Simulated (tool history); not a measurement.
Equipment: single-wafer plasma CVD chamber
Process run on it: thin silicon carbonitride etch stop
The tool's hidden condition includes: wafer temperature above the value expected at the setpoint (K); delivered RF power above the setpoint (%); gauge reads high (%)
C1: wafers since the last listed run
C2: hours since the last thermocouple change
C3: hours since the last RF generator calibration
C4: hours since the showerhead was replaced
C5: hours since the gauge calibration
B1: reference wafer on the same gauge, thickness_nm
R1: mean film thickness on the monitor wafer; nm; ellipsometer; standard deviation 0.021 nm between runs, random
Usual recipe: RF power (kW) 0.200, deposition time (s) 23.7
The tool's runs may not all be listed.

{"run": 1, "day": 0.0, "RF power (kW)": 0.2, "deposition time (s)": 23.7, "C1": 0, "C2": 1608.9, "C3": 566.7, "C4": 5267.2, "C5": 328.1, "B1": 12.698, "R1": 13.918}
{"run": 2, "day": 1.158, "RF power (kW)": 0.215, "deposition time (s)": 23.7, "C1": 648, "C2": 1636.7, "C3": 594.5, "C4": 5295.0, "C5": 355.9, "B1": 12.704, "R1": 14.074}
{"run": 3, "day": 2.138, "RF power (kW)": 0.225, "deposition time (s)": 20.1, "C1": 547, "C2": 1660.2, "C3": 618.0, "C4": 5318.5, "C5": 379.4, "B1": 12.703, "R1": 11.995}
{"run": 4, "day": 3.533, "RF power (kW)": 0.2, "deposition time (s)": 23.7, "C1": 780, "C2": 1693.7, "C3": 651.5, "C4": 5352.0, "C5": 412.9, "B1": 12.699, "R1": 13.886}
{"day": 4.946, "done": "showerhead replaced"}
{"run": 5, "day": 5.408, "RF power (kW)": 0.2, "deposition time (s)": 23.7, "C1": 862, "C2": 1738.7, "C3": 696.5, "C4": 11.1, "C5": 457.9, "B1": 12.703, "R1": 13.914}
{"day": 6.204, "done": "RF generator calibrated"}
{"run": 6, "day": 6.225, "RF power (kW)": 0.2, "deposition time (s)": 23.7, "C1": 270, "C2": 1758.3, "C3": 0.5, "C4": 30.7, "C5": 477.5, "B1": 12.703, "R1": 14.119}
{"day": 6.608, "done": "gauge calibrated"}
{"run": 7, "day": 6.8, "RF power (kW)": 0.215, "deposition time (s)": 27.3, "C1": 321, "C2": 1772.1, "C3": 14.3, "C4": 44.5, "C5": 4.6, "B1": 12.7, "R1": 16.44}
{"run": 8, "day": 7.4, "RF power (kW)": 0.2, "deposition time (s)": 23.7, "C1": 335, "C2": 1786.5, "C3": 28.7, "C4": 58.9, "C5": 19.0, "B1": 12.705, "R1": 14.089}
{"day": 8.25, "done": "thermocouple changed; heater temperature recalibrated"}
{"run": 9, "day": 8.433, "RF power (kW)": 0.2, "deposition time (s)": 23.7, "C1": 391, "C2": 4.4, "C3": 53.5, "C4": 83.7, "C5": 43.8, "B1": 12.706, "R1": 14.052}
{"run": 10, "day": 9.612, "RF power (kW)": 0.235, "deposition time (s)": 21.0, "C1": 659, "C2": 32.7, "C3": 81.8, "C4": 112.0, "C5": 72.1, "B1": 12.711, "R1": 12.813}
{"run": 11, "day": 10.533, "RF power (kW)": 0.22, "deposition time (s)": 19.6, "C1": 515, "C2": 54.8, "C3": 103.9, "C4": 134.1, "C5": 94.2, "B1": 12.7, "R1": 11.764}
{"run": 12, "day": 11.421, "RF power (kW)": 0.23, "deposition time (s)": 26.7, "C1": 496, "C2": 76.1, "C3": 125.2, "C4": 155.4, "C5": 115.5, "B1": 12.692, "R1": 16.182}
{"run": 13, "day": 12.85, "RF power (kW)": 0.22, "deposition time (s)": 19.6, "C1": 799, "C2": 110.4, "C3": 159.5, "C4": 189.7, "C5": 149.8, "B1": 12.698, "R1": 11.757}
{"run": 14, "day": 13.796, "RF power (kW)": 0.23, "deposition time (s)": 28.1, "C1": 529, "C2": 133.1, "C3": 182.2, "C4": 212.4, "C5": 172.5, "B1": 12.697, "R1": 17.029}
{"run": 15, "day": 14.579, "RF power (kW)": 0.2, "deposition time (s)": 28.1, "C1": 438, "C2": 151.9, "C3": 201.0, "C4": 231.2, "C5": 191.3, "B1": 12.702, "R1": 16.62}
{"run": 16, "day": 15.142, "RF power (kW)": 0.23, "deposition time (s)": 26.0, "C1": 314, "C2": 165.4, "C3": 214.5, "C4": 244.7, "C5": 204.8, "B1": 12.697, "R1": 15.723}

Below are 3 alternative next runs, each starting from the tool's condition after run 16. Predict each:
{"run": "A", "day": 15.158, "RF power (kW)": 0.2, "deposition time (s)": 25.6, "C1": 9, "C2": 165.8, "C3": 214.9, "C4": 245.1, "C5": 205.2, "B1": "?", "R1": "?"}
{"run": "B", "day": 15.158, "RF power (kW)": 0.2, "deposition time (s)": 25.8, "C1": 9, "C2": 165.8, "C3": 214.9, "C4": 245.1, "C5": 205.2, "B1": "?", "R1": "?"}
{"run": "C", "day": 15.158, "RF power (kW)": 0.225, "deposition time (s)": 26.7, "C1": 9, "C2": 165.8, "C3": 214.9, "C4": 245.1, "C5": 205.2, "B1": "?", "R1": "?"}

run=A B1=12.700 R1=15.084
run=B B1=12.700 R1=15.202
run=C B1=12.700 R1=16.042
Without the tool's unlogged condition, the same runs would have read:
run=A R1=15.202
run=B R1=15.320
run=C R1=16.167

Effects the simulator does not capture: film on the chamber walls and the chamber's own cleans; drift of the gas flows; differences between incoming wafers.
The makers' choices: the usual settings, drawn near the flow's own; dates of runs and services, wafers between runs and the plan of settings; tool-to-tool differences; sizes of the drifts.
